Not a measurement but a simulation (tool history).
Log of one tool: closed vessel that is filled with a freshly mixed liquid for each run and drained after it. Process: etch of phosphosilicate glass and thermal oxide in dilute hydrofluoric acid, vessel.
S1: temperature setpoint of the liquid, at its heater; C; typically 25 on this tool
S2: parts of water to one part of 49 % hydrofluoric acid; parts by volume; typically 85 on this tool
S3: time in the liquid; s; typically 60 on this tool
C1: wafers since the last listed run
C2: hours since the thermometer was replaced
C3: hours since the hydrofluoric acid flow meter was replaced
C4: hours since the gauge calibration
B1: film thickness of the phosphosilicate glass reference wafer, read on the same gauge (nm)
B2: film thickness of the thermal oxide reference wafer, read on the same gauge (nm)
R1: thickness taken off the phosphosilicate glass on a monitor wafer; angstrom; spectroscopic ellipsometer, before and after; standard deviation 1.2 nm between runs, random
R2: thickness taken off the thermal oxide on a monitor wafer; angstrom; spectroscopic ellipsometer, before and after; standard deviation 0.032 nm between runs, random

{"run": 1, "day": 0.0, "S1": 25, "S2": 85, "S3": 50, "C1": 0, "C2": 1093.4, "C3": 631.6, "C4": 1576.9, "B1": 40.03, "B2": 110.018, "R1": 1165.7, "R2": 30.19}
{"run": 2, "day": 1.012, "S1": 25, "S2": 85, "S3": 50, "C1": 3507, "C2": 1117.7, "C3": 655.9, "C4": 1601.2, "B1": 40.01, "B2": 110.026, "R1": 1136.8, "R2": 30.03}
{"run": 3, "day": 3.758, "S1": 25, "S2": 85, "S3": 60, "C1": 9512, "C2": 1183.6, "C3": 721.8, "C4": 1667.1, "B1": 40.01, "B2": 109.997, "R1": 1386.4, "R2": 36.56}
{"day": 5.275, "done": "thermometer replaced"}
{"run": 4, "day": 6.738, "S1": 25, "S2": 85, "S3": 60, "C1": 10176, "C2": 35.1, "C3": 793.3, "C4": 1738.6, "B1": 40.01, "B2": 110.005, "R1": 1260.8, "R2": 33.6}
{"run": 5, "day": 8.283, "S1": 25, "S2": 85, "S3": 60, "C1": 5355, "C2": 72.2, "C3": 830.4, "C4": 1775.7, "B1": 40.03, "B2": 110.029, "R1": 1306.1, "R2": 33.7}
{"run": 6, "day": 9.8, "S1": 25, "S2": 85, "S3": 60, "C1": 5254, "C2": 108.6, "C3": 866.8, "C4": 1812.1, "B1": 40.02, "B2": 110.003, "R1": 1305, "R2": 33.37}
{"run": 7, "day": 17.912, "S1": 25, "S2": 70, "S3": 60, "C1": 28105, "C2": 303.3, "C3": 1061.5, "C4": 2006.8, "B1": 40.02, "B2": 110.004, "R1": 1629.9, "R2": 42.07}
{"day": 18.979, "done": "gauge calibrated"}
{"run": 8, "day": 19.858, "S1": 20.5, "S2": 120, "S3": 45, "C1": 6741, "C2": 350, "C3": 1108.2, "C4": 21.1, "B1": 39.99, "B2": 110.012, "R1": 559.4, "R2": 14.4}
{"run": 9, "day": 21.4, "S1": 25, "S2": 85, "S3": 60, "C1": 5341, "C2": 387, "C3": 1145.2, "C4": 58.1, "B1": 39.98, "B2": 109.993, "R1": 1315.4, "R2": 34.68}
{"run": 10, "day": 25.158, "S1": 28, "S2": 70, "S3": 60, "C1": 13020, "C2": 477.2, "C3": 1235.4, "C4": 148.3, "B1": 39.99, "B2": 109.99, "R1": 1869.1, "R2": 47.68}
{"run": 11, "day": 26.858, "S1": 27.5, "S2": 85, "S3": 40, "C1": 5889, "C2": 518, "C3": 1276.2, "C4": 189.1, "B1": 39.97, "B2": 110.012, "R1": 980.8, "R2": 25.42}
{"run": 12, "day": 28.479, "S1": 25, "S2": 85, "S3": 60, "C1": 5615, "C2": 556.9, "C3": 1315.1, "C4": 228, "B1": 39.97, "B2": 109.992, "R1": 1324, "R2": 35.14}
{"run": 13, "day": 31.392, "S1": 28, "S2": 70, "S3": 75, "C1": 10090, "C2": 626.8, "C3": 1385, "C4": 297.9, "B1": 39.99, "B2": 110.008, "R1": 2351.2, "R2": 60.72}
{"day": 36.442, "done": "hydrofluoric acid flow meter replaced"}
{"run": 14, "day": 37.538, "S1": 21, "S2": 85, "S3": 60, "C1": 21147, "C2": 774.3, "C3": 26.3, "C4": 445.4, "B1": 39.98, "B2": 109.999, "R1": 1160.2, "R2": 29.98}
{"run": 15, "day": 40.071, "S1": 29.5, "S2": 120, "S3": 40, "C1": 8776, "C2": 835.1, "C3": 87.1, "C4": 506.2, "B1": 39.95, "B2": 110, "R1": 736.6, "R2": 18.98}
{"run": 16, "day": 41.321, "S1": 25, "S2": 85, "S3": 30, "C1": 4330, "C2": 865.1, "C3": 117.1, "C4": 536.2, "B1": 40, "B2": 110.01, "R1": 690.3, "R2": 17.64}
{"run": 17, "day": 43.604, "S1": 25, "S2": 85, "S3": 60, "C1": 7910, "C2": 919.9, "C3": 171.9, "C4": 591, "B1": 39.99, "B2": 110.035, "R1": 1364.6, "R2": 35.62}
{"run": 18, "day": 44.883, "S1": 28, "S2": 70, "S3": 75, "C1": 4431, "C2": 950.6, "C3": 202.6, "C4": 621.7, "B1": 40.06, "B2": 110.008, "R1": 2437.8, "R2": 63.46}
{"run": 19, "day": 47.667, "S1": 25, "S2": 60, "S3": 35, "C1": 9642, "C2": 1017.4, "C3": 269.4, "C4": 688.5, "B1": 40.01, "B2": 110.009, "R1": 1188.6, "R2": 30.75}
{"run": 20, "day": 49.071, "S1": 28.5, "S2": 75, "S3": 60, "C1": 4864, "C2": 1051.1, "C3": 303.1, "C4": 722.2, "B1": 39.97, "B2": 110.007, "R1": 1820.8, "R2": 48.13}
{"run": 21, "day": 52.062, "S1": 25, "S2": 85, "S3": 60, "C1": 10364, "C2": 1122.9, "C3": 374.9, "C4": 794, "B1": 40.01, "B2": 110, "R1": 1410.2, "R2": 36.39}
{"day": 52.538, "done": "thermometer replaced"}
{"run": 22, "day": 54.692, "S1": 25, "S2": 115, "S3": 60, "C1": 8964, "C2": 51.7, "C3": 438, "C4": 857.1, "B1": 40.01, "B2": 110.001, "R1": 921, "R2": 23.76}
{"run": 23, "day": 57.492, "S1": 23, "S2": 125, "S3": 40, "C1": 9700, "C2": 118.9, "C3": 505.2, "C4": 924.3, "B1": 40.01, "B2": 110.024, "R1": 523, "R2": 13.5}
{"run": 24, "day": 58.662, "S1": 25, "S2": 85, "S3": 60, "C1": 4056, "C2": 147, "C3": 533.3, "C4": 952.4, "B1": 40.01, "B2": 109.996, "R1": 1301.1, "R2": 33.98}

Some steps in R1 between neighbouring runs. How much of each would the tool show without its hidden state too (settings, what came in, random variation), and how much is left for the hidden state, with any gauge scatter that isn't in both results?
The tool's hidden condition here consists of: liquid hotter than its thermometer reads (K); hydrofluoric acid flow below the setpoint (%); gauge reads high (%).
Run 3 -> 4: thermometer replaced. R1 -125.6 angstrom: hidden state -117.3, all else -8.3.
Run 13 -> 14: S1 28 -> 21, S2 70 -> 85, S3 75 -> 60, hydrofluoric acid flow meter replaced. R1 -1191 angstrom: hidden state -44.1, all else -1146.9.
Run 18 -> 19: S1 28 -> 25, S2 70 -> 60, S3 75 -> 35. R1 -1249.2 angstrom: hidden state -83.5, all else -1165.7.
Run 21 -> 22: S2 85 -> 115, thermometer replaced. R1 -489.2 angstrom: hidden state -112.2, all else -377.
